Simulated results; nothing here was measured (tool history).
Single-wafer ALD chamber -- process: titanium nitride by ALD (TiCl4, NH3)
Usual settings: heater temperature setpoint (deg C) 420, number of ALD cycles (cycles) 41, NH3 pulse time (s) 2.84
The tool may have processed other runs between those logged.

run	hour	heater temperature setpoint (deg C)	number of ALD cycles (cycles)	NH3 pulse time (s)	read-back reference wafer on the same gauge, thickness_nm	mean film thickness on the monitor wafer (angstrom)
1	0	420	39	2.84	0.789	8.88
2	30.6	420	41	2.84	0.787	9.33
3	63.6	420	41	3.72	0.786	9.34
4	85.5	420	41	3.72	0.786	9.36
5	101.2	420	41	2.84	0.786	9.28
6	123	420	41	2.84	0.785	9.28
# hour 170.9: thermocouple changed; heater temperature recalibrated
7	194.1	420	41	3.23	0.781	9.28
8	213.8	420	41	3.23	0.781	9.22
# hour 239.3: gauge calibrated
9	241.4	429	39	2.84	0.79	8.86
10	277.1	420	48	1.71	0.789	10.68
11	296.6	409	41	2.84	0.789	9.32
12	342.9	432	36	1.94	0.789	8.12
# hour 353: showerhead replaced
13	358.8	407	45	2.48	0.789	10.17
14	374.2	420	41	3.72	0.788	9.38
15	392.8	420	38	2.84	0.788	8.65
16	423.7	431	41	2.84	0.787	9.33
17	450.3	420	41	2.15	0.786	9.21
18	477.4	420	33	2.84	0.784	7.49
19	511.5	409	41	2.84	0.783	9.22

For each run, the measured value with the value that run would have given without the tool's hidden condition subtracted. The run-to-run variation is shared by both, the gauge scatter possibly not:
What the log doesn't record here: wafer temperature above the value expected at the setpoint (K); gauge reads high (%).
run	mean film thickness on the monitor wafer (angstrom)
1	-0.01
2	-0.03
3	-0.04
4	-0.05
5	-0.06
6	-0.06
7	-0.11
8	-0.11
9	-0.01
10	-0.01
11	-0.01
12	-0.01
13	-0.02
14	-0.02
15	-0.02
16	-0.04
17	-0.05
18	-0.05
19	-0.08
